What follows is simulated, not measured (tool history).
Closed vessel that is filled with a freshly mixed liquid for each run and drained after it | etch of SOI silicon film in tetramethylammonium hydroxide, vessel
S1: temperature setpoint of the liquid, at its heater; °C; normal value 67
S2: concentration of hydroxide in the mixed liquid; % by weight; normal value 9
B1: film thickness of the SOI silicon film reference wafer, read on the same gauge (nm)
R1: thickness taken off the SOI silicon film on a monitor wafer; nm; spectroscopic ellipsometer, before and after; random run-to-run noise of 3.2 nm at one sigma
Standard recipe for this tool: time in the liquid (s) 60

{"run": 1, "day": 0.0, "S1": 67, "S2": 9, "time in the liquid (s)": 60, "B1": 140.01, "R1": 396.39}
{"run": 2, "day": 0.696, "S1": 67, "S2": 9, "time in the liquid (s)": 50, "B1": 140, "R1": 329.67}
{"run": 3, "day": 1.496, "S1": 67, "S2": 9, "time in the liquid (s)": 60, "B1": 139.96, "R1": 397.51}
{"run": 4, "day": 2.25, "S1": 67, "S2": 9, "time in the liquid (s)": 60, "B1": 140.01, "R1": 400.83}
{"day": 3.992, "done": "thermometer replaced"}
{"run": 5, "day": 4.479, "S1": 67, "S2": 9, "time in the liquid (s)": 60, "B1": 139.98, "R1": 378.07}
{"run": 6, "day": 5.358, "S1": 67, "S2": 9, "time in the liquid (s)": 60, "B1": 140, "R1": 378.59}
{"run": 7, "day": 6.479, "S1": 65.5, "S2": 9, "time in the liquid (s)": 60, "B1": 139.98, "R1": 347.16}
{"run": 8, "day": 7.392, "S1": 67, "S2": 9, "time in the liquid (s)": 60, "B1": 140.02, "R1": 379.3}
{"run": 9, "day": 8.738, "S1": 67, "S2": 9, "time in the liquid (s)": 60, "B1": 140.01, "R1": 373.34}
{"run": 10, "day": 9.758, "S1": 67, "S2": 8, "time in the liquid (s)": 60, "B1": 139.99, "R1": 395.06}
{"run": 11, "day": 10.654, "S1": 73.5, "S2": 7, "time in the liquid (s)": 40, "B1": 140.02, "R1": 400.4}
{"run": 12, "day": 11.367, "S1": 67, "S2": 10.5, "time in the liquid (s)": 45, "B1": 140.02, "R1": 267.41}
{"run": 13, "day": 12.042, "S1": 67, "S2": 9, "time in the liquid (s)": 60, "B1": 139.99, "R1": 372.27}
{"run": 14, "day": 15.771, "S1": 74.5, "S2": 7.5, "time in the liquid (s)": 30, "B1": 139.99, "R1": 311.73}
{"run": 15, "day": 16.304, "S1": 67, "S2": 10, "time in the liquid (s)": 60, "B1": 140.01, "R1": 362.05}
{"run": 16, "day": 17.783, "S1": 67, "S2": 7.5, "time in the liquid (s)": 60, "B1": 140.03, "R1": 402.13}
{"run": 17, "day": 19.833, "S1": 67, "S2": 9, "time in the liquid (s)": 60, "B1": 139.99, "R1": 374.82}
{"run": 18, "day": 21.079, "S1": 67, "S2": 9, "time in the liquid (s)": 60, "B1": 140, "R1": 377.64}
{"day": 21.812, "done": "gauge calibrated"}
{"run": 19, "day": 22.3, "S1": 67, "S2": 9, "time in the liquid (s)": 60, "B1": 140.01, "R1": 375.11}
{"run": 20, "day": 26.758, "S1": 67, "S2": 9, "time in the liquid (s)": 60, "B1": 140.03, "R1": 380.48}
{"run": 21, "day": 27.383, "S1": 67, "S2": 9, "time in the liquid (s)": 60, "B1": 140, "R1": 375.1}
{"run": 22, "day": 28.429, "S1": 74.5, "S2": 9, "time in the liquid (s)": 30, "B1": 140.02, "R1": 290.82}
{"run": 23, "day": 29.2, "S1": 64.5, "S2": 10.5, "time in the liquid (s)": 40, "B1": 140.03, "R1": 204.87}
{"run": 24, "day": 30.196, "S1": 61, "S2": 11, "time in the liquid (s)": 85, "B1": 140, "R1": 346.51}
{"run": 25, "day": 31.658, "S1": 67, "S2": 11.5, "time in the liquid (s)": 60, "B1": 140, "R1": 342.69}
{"run": 26, "day": 32.304, "S1": 64.5, "S2": 9, "time in the liquid (s)": 60, "B1": 140, "R1": 324.39}
{"run": 27, "day": 33.096, "S1": 61.5, "S2": 7, "time in the liquid (s)": 60, "B1": 140, "R1": 291.42}
{"run": 28, "day": 34.417, "S1": 67, "S2": 9, "time in the liquid (s)": 60, "B1": 139.99, "R1": 373.68}
{"run": 29, "day": 35.312, "S1": 72.5, "S2": 8, "time in the liquid (s)": 60, "B1": 139.99, "R1": 548.94}
{"run": 30, "day": 36.421, "S1": 67, "S2": 11, "time in the liquid (s)": 45, "B1": 140, "R1": 262.65}
{"run": 31, "day": 37.158, "S1": 61, "S2": 9, "time in the liquid (s)": 60, "B1": 140.04, "R1": 260.81}
{"run": 32, "day": 37.992, "S1": 63.5, "S2": 6.5, "time in the liquid (s)": 85, "B1": 139.98, "R1": 485.26}
{"run": 33, "day": 39.383, "S1": 67, "S2": 9, "time in the liquid (s)": 60, "B1": 140, "R1": 375.75}
{"run": 34, "day": 40.525, "S1": 63, "S2": 9.5, "time in the liquid (s)": 30, "B1": 139.99, "R1": 145.18}

Results for each run, recomputed without the tool's hidden state and with each run's random variation untouched:
The tool's hidden condition here consists of: liquid hotter than its thermometer reads (K); hydroxide flow above the setpoint (%); gauge reads high (%).
run=1 R1=378.4
run=2 R1=314.66
run=3 R1=379.41
run=4 R1=382.53
run=5 R1=379.68
run=6 R1=380.2
run=7 R1=348.47
run=8 R1=380.75
run=9 R1=374.87
run=10 R1=396.21
run=11 R1=401.09
run=12 R1=268.32
run=13 R1=373.74
run=14 R1=312.25
run=15 R1=363.04
run=16 R1=402.59
run=17 R1=376.5
run=18 R1=379.19
run=19 R1=376.75
run=20 R1=382.15
run=21 R1=376.69
run=22 R1=292.31
run=23 R1=205.49
run=24 R1=347.71
run=25 R1=344.75
run=26 R1=325.79
run=27 R1=290.5
run=28 R1=375.51
run=29 R1=549.85
run=30 R1=263.9
run=31 R1=261.89
run=32 R1=482.68
run=33 R1=377.52
run=34 R1=145.73
